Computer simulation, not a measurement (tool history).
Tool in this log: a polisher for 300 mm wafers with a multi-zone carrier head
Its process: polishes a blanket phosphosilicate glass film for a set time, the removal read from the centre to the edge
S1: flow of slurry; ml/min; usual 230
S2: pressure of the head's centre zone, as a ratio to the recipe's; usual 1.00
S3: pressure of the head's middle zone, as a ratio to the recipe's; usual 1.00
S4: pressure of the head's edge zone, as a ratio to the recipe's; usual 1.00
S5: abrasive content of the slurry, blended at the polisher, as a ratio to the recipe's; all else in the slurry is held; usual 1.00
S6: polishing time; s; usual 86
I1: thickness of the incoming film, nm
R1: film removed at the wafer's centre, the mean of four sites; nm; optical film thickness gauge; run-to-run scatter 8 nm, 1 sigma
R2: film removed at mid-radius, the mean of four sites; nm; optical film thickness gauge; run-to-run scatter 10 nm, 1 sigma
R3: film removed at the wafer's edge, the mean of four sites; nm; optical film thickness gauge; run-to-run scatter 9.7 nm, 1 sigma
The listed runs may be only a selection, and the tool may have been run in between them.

run 1 hour=0.0 | S1=230 S2=1.00 S3=1.00 S4=1.00 S5=1.00 S6=86 | I1=3321.9 | R1=957.7 R2=874.0 R3=859.1
run 2 hour=69.8 | S1=230 S2=1.00 S3=1.00 S4=1.00 S5=1.00 S6=86 | I1=3322.7 | R1=972.7 R2=883.1 R3=858.2
run 3 hour=159.8 | S1=230 S2=1.00 S3=1.00 S4=1.00 S5=1.00 S6=86 | I1=3296.3 | R1=976.1 R2=871.7 R3=853.7
run 4 hour=236.3 | S1=230 S2=0.95 S3=1.00 S4=1.00 S5=1.15 S6=86 | I1=3261.5 | R1=983.2 R2=932.6 R3=927.6
-- hour=241.5 edge zone pressure recalibrated
run 5 hour=335.2 | S1=230 S2=0.95 S3=1.00 S4=1.00 S5=1.15 S6=86 | I1=3337.0 | R1=993.2 R2=917.3 R3=911.0
run 6 hour=389.3 | S1=230 S2=1.00 S3=1.00 S4=1.00 S5=1.00 S6=86 | I1=3246.4 | R1=993.5 R2=873.6 R3=867.2
-- hour=411.0 worn pad replaced by a new one
run 7 hour=488.0 | S1=230 S2=1.00 S3=0.93 S4=1.00 S5=1.15 S6=86 | I1=3258.0 | R1=1045.8 R2=878.8 R3=908.3
-- hour=517.3 centre zone pressure recalibrated
-- hour=550.1 carrier head's membrane replaced by a new one
-- hour=563.3 edge zone pressure recalibrated
run 8 hour=590.0 | S1=230 S2=1.00 S3=0.93 S4=1.00 S5=1.15 S6=86 | I1=3268.6 | R1=959.0 R2=862.1 R3=916.6
-- hour=608.2 slurry nozzle cleaned
run 9 hour=692.5 | S1=230 S2=1.00 S3=1.00 S4=1.04 S5=1.15 S6=86 | I1=3275.5 | R1=989.0 R2=939.2 R3=923.2
run 10 hour=775.5 | S1=230 S2=1.00 S3=1.00 S4=1.00 S5=1.00 S6=86 | I1=3322.1 | R1=932.9 R2=860.9 R3=842.7
-- hour=791.2 worn pad replaced by a new one
run 11 hour=821.6 | S1=230 S2=0.94 S3=1.00 S4=1.07 S5=1.00 S6=86 | I1=3320.3 | R1=888.1 R2=878.3 R3=888.2
-- hour=890.1 edge zone pressure recalibrated
run 12 hour=890.6 | S1=230 S2=1.00 S3=1.00 S4=1.00 S5=1.00 S6=86 | I1=3372.1 | R1=944.3 R2=853.5 R3=849.7
run 13 hour=989.5 | S1=300 S2=1.03 S3=1.00 S4=0.93 S5=1.00 S6=86 | I1=3317.0 | R1=1012.4 R2=907.0 R3=832.8
run 14 hour=1058.5 | S1=230 S2=1.11 S3=1.00 S4=1.00 S5=1.25 S6=86 | I1=3268.4 | R1=1184.3 R2=940.1 R3=947.8
run 15 hour=1119.0 | S1=300 S2=1.00 S3=1.00 S4=1.04 S5=1.00 S6=86 | I1=3381.6 | R1=1002.0 R2=885.3 R3=889.1
run 16 hour=1157.8 | S1=230 S2=1.00 S3=1.10 S4=1.00 S5=1.00 S6=113 | I1=3345.9 | R1=1268.4 R2=1233.9 R3=1121.9
-- hour=1199.4 worn pad replaced by a new one
-- hour=1226.7 slurry nozzle cleaned
run 17 hour=1235.0 | S1=230 S2=1.00 S3=0.91 S4=1.00 S5=1.00 S6=86 | I1=3275.9 | R1=953.6 R2=807.8 R3=853.5
-- hour=1289.6 edge zone pressure recalibrated
run 18 hour=1332.2 | S1=160 S2=1.00 S3=1.00 S4=1.00 S5=1.00 S6=86 | I1=3381.9 | R1=901.8 R2=813.2 R3=820.8
-- hour=1347.7 centre zone pressure recalibrated
run 19 hour=1394.8 | S1=230 S2=1.00 S3=1.00 S4=0.91 S5=1.00 S6=109 | I1=3284.1 | R1=1130.1 R2=1095.3 R3=1044.5
run 20 hour=1494.7 | S1=155 S2=1.00 S3=1.00 S4=1.05 S5=1.20 S6=86 | I1=3316.1 | R1=922.6 R2=889.4 R3=888.2
-- hour=1573.8 worn pad replaced by a new one
run 21 hour=1600.3 | S1=230 S2=0.92 S3=1.00 S4=1.06 S5=1.25 S6=86 | I1=3329.4 | R1=969.4 R2=969.8 R3=965.4
-- hour=1664.0 edge zone pressure recalibrated
run 22 hour=1694.8 | S1=230 S2=1.00 S3=1.00 S4=1.00 S5=1.00 S6=86 | I1=3340.3 | R1=937.3 R2=860.1 R3=838.9

For each run, what was the tool's unlogged condition?
removal rate lost through wear of the pad, %: 0 at every run
slurry flow missing at the pad, %: 0 at every run
deviation of the edge zone's pressure from its setpoint, %: 0 at every run
H1: deviation of the centre zone's pressure from its setpoint, %
run=1 H1=10.9
run=2 H1=11.8
run=3 H1=12.6
run=4 H1=13.1
run=5 H1=13.6
run=6 H1=13.8
run=7 H1=14
run=8 H1=2.45
run=9 H1=5.62
run=10 H1=7.38
run=11 H1=8.14
run=12 H1=9.05
run=13 H1=9.98
run=14 H1=10.4
run=15 H1=10.8
run=16 H1=10.9
run=17 H1=11.2
run=18 H1=11.4
run=19 H1=2.43
run=20 H1=5.86
run=21 H1=8.28
run=22 H1=9.73
